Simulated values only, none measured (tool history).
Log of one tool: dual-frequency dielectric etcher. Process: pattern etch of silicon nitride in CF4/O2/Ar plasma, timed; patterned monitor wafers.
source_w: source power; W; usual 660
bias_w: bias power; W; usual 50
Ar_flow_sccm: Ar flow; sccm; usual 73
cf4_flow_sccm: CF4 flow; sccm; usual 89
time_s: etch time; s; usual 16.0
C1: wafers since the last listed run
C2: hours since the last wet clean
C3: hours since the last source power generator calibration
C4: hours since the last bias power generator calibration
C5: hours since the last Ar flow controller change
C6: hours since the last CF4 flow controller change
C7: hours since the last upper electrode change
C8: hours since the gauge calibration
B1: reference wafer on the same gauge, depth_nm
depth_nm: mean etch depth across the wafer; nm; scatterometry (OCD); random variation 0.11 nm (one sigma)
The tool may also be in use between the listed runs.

{"run": 1, "hour": 0.0, "source_w": 660, "bias_w": 50, "Ar_flow_sccm": 73, "cf4_flow_sccm": 89, "time_s": 16.0, "C1": 0, "C2": 491.3, "C3": 1520.3, "C4": 1321.6, "C5": 2511.6, "C6": 4138.4, "C7": 1924.2, "C8": 2004.6, "B1": 42.11, "depth_nm": 41.35}
{"run": 2, "hour": 66.6, "source_w": 660, "bias_w": 50, "Ar_flow_sccm": 73, "cf4_flow_sccm": 89, "time_s": 16.0, "C1": 1073, "C2": 557.9, "C3": 1586.9, "C4": 1388.2, "C5": 2578.2, "C6": 4205.0, "C7": 1990.8, "C8": 2071.2, "B1": 42.13, "depth_nm": 41.03}
{"hour": 100.1, "done": "wet clean of the chamber"}
{"run": 3, "hour": 141.7, "source_w": 660, "bias_w": 50, "Ar_flow_sccm": 73, "cf4_flow_sccm": 89, "time_s": 16.0, "C1": 823, "C2": 41.6, "C3": 1662.0, "C4": 1463.3, "C5": 2653.3, "C6": 4280.1, "C7": 2065.9, "C8": 2146.3, "B1": 42.11, "depth_nm": 42.12}
{"run": 4, "hour": 183.3, "source_w": 700, "bias_w": 50, "Ar_flow_sccm": 73, "cf4_flow_sccm": 89, "time_s": 16.0, "C1": 670, "C2": 83.2, "C3": 1703.6, "C4": 1504.9, "C5": 2694.9, "C6": 4321.7, "C7": 2107.5, "C8": 2187.9, "B1": 42.1, "depth_nm": 44.76}
{"run": 5, "hour": 280.7, "source_w": 660, "bias_w": 50, "Ar_flow_sccm": 73, "cf4_flow_sccm": 89, "time_s": 16.0, "C1": 1570, "C2": 180.6, "C3": 1801.0, "C4": 1602.3, "C5": 2792.3, "C6": 4419.1, "C7": 2204.9, "C8": 2285.3, "B1": 42.13, "depth_nm": 41.92}
{"run": 6, "hour": 319.9, "source_w": 660, "bias_w": 50, "Ar_flow_sccm": 73, "cf4_flow_sccm": 89, "time_s": 16.0, "C1": 631, "C2": 219.8, "C3": 1840.2, "C4": 1641.5, "C5": 2831.5, "C6": 4458.3, "C7": 2244.1, "C8": 2324.5, "B1": 42.1, "depth_nm": 41.76}
{"run": 7, "hour": 442.4, "source_w": 660, "bias_w": 50, "Ar_flow_sccm": 59, "cf4_flow_sccm": 75, "time_s": 16.0, "C1": 1974, "C2": 342.3, "C3": 1962.7, "C4": 1764.0, "C5": 2954.0, "C6": 4580.8, "C7": 2366.6, "C8": 2447.0, "B1": 42.09, "depth_nm": 41.61}
{"hour": 596.7, "done": "wet clean of the chamber"}
{"hour": 597.1, "done": "CF4 flow controller replaced"}
{"hour": 635.5, "done": "source power generator calibrated"}
{"run": 8, "hour": 744.8, "source_w": 660, "bias_w": 50, "Ar_flow_sccm": 73, "cf4_flow_sccm": 74, "time_s": 16.0, "C1": 4416, "C2": 148.1, "C3": 109.3, "C4": 2066.4, "C5": 3256.4, "C6": 147.7, "C7": 2669.0, "C8": 2749.4, "B1": 42.11, "depth_nm": 40.87}
{"run": 9, "hour": 831.1, "source_w": 660, "bias_w": 50, "Ar_flow_sccm": 73, "cf4_flow_sccm": 89, "time_s": 16.0, "C1": 1391, "C2": 234.4, "C3": 195.6, "C4": 2152.7, "C5": 3342.7, "C6": 234.0, "C7": 2755.3, "C8": 2835.7, "B1": 42.1, "depth_nm": 41.72}
{"hour": 977.2, "done": "upper electrode replaced"}
{"run": 10, "hour": 1067.9, "source_w": 660, "bias_w": 42, "Ar_flow_sccm": 73, "cf4_flow_sccm": 89, "time_s": 16.0, "C1": 3430, "C2": 471.2, "C3": 432.4, "C4": 2389.5, "C5": 3579.5, "C6": 470.8, "C7": 90.7, "C8": 3072.5, "B1": 42.1, "depth_nm": 38.07}
{"hour": 1118.9, "done": "wet clean of the chamber"}
{"hour": 1189.2, "done": "Ar flow controller replaced"}
{"hour": 1299.7, "done": "gauge calibrated"}
{"hour": 1305.8, "done": "bias power generator calibrated"}
{"run": 11, "hour": 1312.1, "source_w": 660, "bias_w": 50, "Ar_flow_sccm": 73, "cf4_flow_sccm": 89, "time_s": 16.0, "C1": 3388, "C2": 193.2, "C3": 676.6, "C4": 6.3, "C5": 122.9, "C6": 715.0, "C7": 334.9, "C8": 12.4, "B1": 42.11, "depth_nm": 41.69}
{"run": 12, "hour": 1492.9, "source_w": 770, "bias_w": 60, "Ar_flow_sccm": 59, "cf4_flow_sccm": 89, "time_s": 16.0, "C1": 2914, "C2": 374.0, "C3": 857.4, "C4": 187.1, "C5": 303.7, "C6": 895.8, "C7": 515.7, "C8": 193.2, "B1": 42.11, "depth_nm": 53.45}
{"run": 13, "hour": 1548.0, "source_w": 660, "bias_w": 58, "Ar_flow_sccm": 73, "cf4_flow_sccm": 89, "time_s": 19.0, "C1": 888, "C2": 429.1, "C3": 912.5, "C4": 242.2, "C5": 358.8, "C6": 950.9, "C7": 570.8, "C8": 248.3, "B1": 42.07, "depth_nm": 52.14}
{"run": 14, "hour": 1592.2, "source_w": 530, "bias_w": 58, "Ar_flow_sccm": 87, "cf4_flow_sccm": 89, "time_s": 21.0, "C1": 712, "C2": 473.3, "C3": 956.7, "C4": 286.4, "C5": 403.0, "C6": 995.1, "C7": 615.0, "C8": 292.5, "B1": 42.1, "depth_nm": 44.18}
{"run": 15, "hour": 1698.0, "source_w": 660, "bias_w": 50, "Ar_flow_sccm": 73, "cf4_flow_sccm": 89, "time_s": 16.0, "C1": 1705, "C2": 579.1, "C3": 1062.5, "C4": 392.2, "C5": 508.8, "C6": 1100.9, "C7": 720.8, "C8": 398.3, "B1": 42.08, "depth_nm": 40.7}
{"hour": 1724.4, "done": "wet clean of the chamber"}
{"run": 16, "hour": 1779.2, "source_w": 660, "bias_w": 50, "Ar_flow_sccm": 73, "cf4_flow_sccm": 89, "time_s": 16.0, "C1": 922, "C2": 54.8, "C3": 1143.7, "C4": 473.4, "C5": 590.0, "C6": 1182.1, "C7": 802.0, "C8": 479.5, "B1": 42.09, "depth_nm": 41.67}
{"run": 17, "hour": 1835.7, "source_w": 660, "bias_w": 50, "Ar_flow_sccm": 73, "cf4_flow_sccm": 89, "time_s": 16.0, "C1": 910, "C2": 111.3, "C3": 1200.2, "C4": 529.9, "C5": 646.5, "C6": 1238.6, "C7": 858.5, "C8": 536.0, "B1": 42.07, "depth_nm": 41.56}
{"run": 18, "hour": 1916.4, "source_w": 660, "bias_w": 50, "Ar_flow_sccm": 68, "cf4_flow_sccm": 89, "time_s": 16.0, "C1": 1300, "C2": 192.0, "C3": 1280.9, "C4": 610.6, "C5": 727.2, "C6": 1319.3, "C7": 939.2, "C8": 616.7, "B1": 42.11, "depth_nm": 41.89}
{"run": 19, "hour": 1974.7, "source_w": 730, "bias_w": 50, "Ar_flow_sccm": 62, "cf4_flow_sccm": 89, "time_s": 18.0, "C1": 939, "C2": 250.3, "C3": 1339.2, "C4": 668.9, "C5": 785.5, "C6": 1377.6, "C7": 997.5, "C8": 675.0, "B1": 42.09, "depth_nm": 52.51}
{"run": 20, "hour": 2043.8, "source_w": 610, "bias_w": 50, "Ar_flow_sccm": 65, "cf4_flow_sccm": 89, "time_s": 20.5, "C1": 1113, "C2": 319.4, "C3": 1408.3, "C4": 738.0, "C5": 854.6, "C6": 1446.7, "C7": 1066.6, "C8": 744.1, "B1": 42.08, "depth_nm": 49.08}
{"run": 21, "hour": 2109.2, "source_w": 660, "bias_w": 39, "Ar_flow_sccm": 79, "cf4_flow_sccm": 89, "time_s": 16.0, "C1": 1054, "C2": 384.8, "C3": 1473.7, "C4": 803.4, "C5": 920.0, "C6": 1512.1, "C7": 1132.0, "C8": 809.5, "B1": 42.07, "depth_nm": 36.69}

Forecast each of these 4 alternatives for the next run:
{"run": "A", "hour": 2109.6, "source_w": 660, "bias_w": 50, "Ar_flow_sccm": 73, "cf4_flow_sccm": 89, "time_s": 16.0, "C1": 6, "C2": 385.2, "C3": 1474.1, "C4": 803.8, "C5": 920.4, "C6": 1512.5, "C7": 1132.4, "C8": 809.9, "B1": "?", "depth_nm": "?"}
{"run": "B", "hour": 2109.6, "source_w": 740, "bias_w": 43, "Ar_flow_sccm": 82, "cf4_flow_sccm": 89, "time_s": 19.5, "C1": 6, "C2": 385.2, "C3": 1474.1, "C4": 803.8, "C5": 920.4, "C6": 1512.5, "C7": 1132.4, "C8": 809.9, "B1": "?", "depth_nm": "?"}
{"run": "C", "hour": 2109.6, "source_w": 660, "bias_w": 50, "Ar_flow_sccm": 73, "cf4_flow_sccm": 106, "time_s": 16.0, "C1": 6, "C2": 385.2, "C3": 1474.1, "C4": 803.8, "C5": 920.4, "C6": 1512.5, "C7": 1132.4, "C8": 809.9, "B1": "?", "depth_nm": "?"}
{"run": "D", "hour": 2109.6, "source_w": 740, "bias_w": 50, "Ar_flow_sccm": 73, "cf4_flow_sccm": 89, "time_s": 16.0, "C1": 6, "C2": 385.2, "C3": 1474.1, "C4": 803.8, "C5": 920.4, "C6": 1512.5, "C7": 1132.4, "C8": 809.9, "B1": "?", "depth_nm": "?"}

run=A B1=42.07 depth_nm=40.91
run=B B1=42.07 depth_nm=52.10
run=C B1=42.07 depth_nm=41.83
run=D B1=42.07 depth_nm=46.13
Without the tool's hidden state the same runs would have given:
run=A depth_nm=42.18
run=B depth_nm=53.72
run=C depth_nm=43.13
run=D depth_nm=47.56
